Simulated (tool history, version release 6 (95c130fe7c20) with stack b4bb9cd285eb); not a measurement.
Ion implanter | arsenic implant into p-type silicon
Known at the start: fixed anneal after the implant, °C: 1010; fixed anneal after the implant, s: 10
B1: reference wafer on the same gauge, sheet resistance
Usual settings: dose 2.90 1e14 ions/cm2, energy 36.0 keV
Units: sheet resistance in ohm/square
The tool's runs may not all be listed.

run 1 hour=0.0 | dose=2.90 energy=36.0 | B1=247.96 | sheet_resistance=281.38
run 2 hour=15.3 | dose=2.90 energy=36.0 | B1=247.87 | sheet_resistance=278.71
run 3 hour=47.2 | dose=2.90 energy=36.0 | B1=248.09 | sheet_resistance=280.14
run 4 hour=75.4 | dose=2.90 energy=36.0 | B1=248.10 | sheet_resistance=280.36
run 5 hour=98.0 | dose=2.90 energy=36.0 | B1=247.88 | sheet_resistance=279.76
run 6 hour=118.1 | dose=2.54 energy=42.5 | B1=248.16 | sheet_resistance=301.77
run 7 hour=144.8 | dose=2.90 energy=36.0 | B1=248.03 | sheet_resistance=279.58
run 8 hour=161.6 | dose=3.37 energy=43.0 | B1=247.97 | sheet_resistance=243.31
run 9 hour=194.6 | dose=2.90 energy=36.0 | B1=248.02 | sheet_resistance=278.74
-- hour=221.2 Faraday cup replaced and dose calibrated
run 10 hour=227.9 | dose=2.90 energy=45.5 | B1=247.95 | sheet_resistance=274.89
-- hour=250.4 extraction supply calibrated
run 11 hour=251.9 | dose=3.48 energy=29.5 | B1=248.04 | sheet_resistance=255.45
run 12 hour=270.4 | dose=2.90 energy=33.5 | B1=247.99 | sheet_resistance=288.66
run 13 hour=284.6 | dose=2.90 energy=36.0 | B1=247.89 | sheet_resistance=283.01
-- hour=349.2 gauge calibrated
run 14 hour=351.2 | dose=3.69 energy=27.0 | B1=247.78 | sheet_resistance=248.79
run 15 hour=408.7 | dose=2.25 energy=36.0 | B1=248.24 | sheet_resistance=340.58
run 16 hour=440.4 | dose=2.25 energy=36.0 | B1=248.37 | sheet_resistance=341.63
run 17 hour=466.8 | dose=3.71 energy=42.0 | B1=248.10 | sheet_resistance=230.61
run 18 hour=486.0 | dose=2.90 energy=36.0 | B1=247.90 | sheet_resistance=283.31
run 19 hour=502.3 | dose=2.50 energy=43.0 | B1=248.00 | sheet_resistance=307.22
run 20 hour=536.6 | dose=3.58 energy=45.5 | B1=247.96 | sheet_resistance=234.12
run 21 hour=560.2 | dose=2.90 energy=36.0 | B1=247.95 | sheet_resistance=282.84
run 22 hour=590.9 | dose=2.90 energy=36.0 | B1=247.99 | sheet_resistance=282.89
run 23 hour=621.9 | dose=3.49 energy=32.5 | B1=248.11 | sheet_resistance=249.80
run 24 hour=642.3 | dose=2.09 energy=42.5 | B1=247.76 | sheet_resistance=349.81
run 25 hour=657.7 | dose=2.90 energy=36.0 | B1=247.89 | sheet_resistance=282.61
run 26 hour=672.2 | dose=3.35 energy=48.0 | B1=247.93 | sheet_resistance=244.03

Forecast each of these 3 alternatives for the next run:
run A hour=672.6 | dose=2.90 energy=36.0 | B1=? | sheet_resistance=?
run B hour=672.6 | dose=3.69 energy=39.5 | B1=? | sheet_resistance=?
run C hour=672.6 | dose=2.23 energy=32.5 | B1=? | sheet_resistance=?

run=A B1=248.03 sheet_resistance=282.18
run=B B1=248.03 sheet_resistance=232.70
run=C B1=248.03 sheet_resistance=347.48
Without the tool's hidden state the same runs would have given:
run=A sheet_resistance=285.79
run=B sheet_resistance=235.71
run=C sheet_resistance=351.86
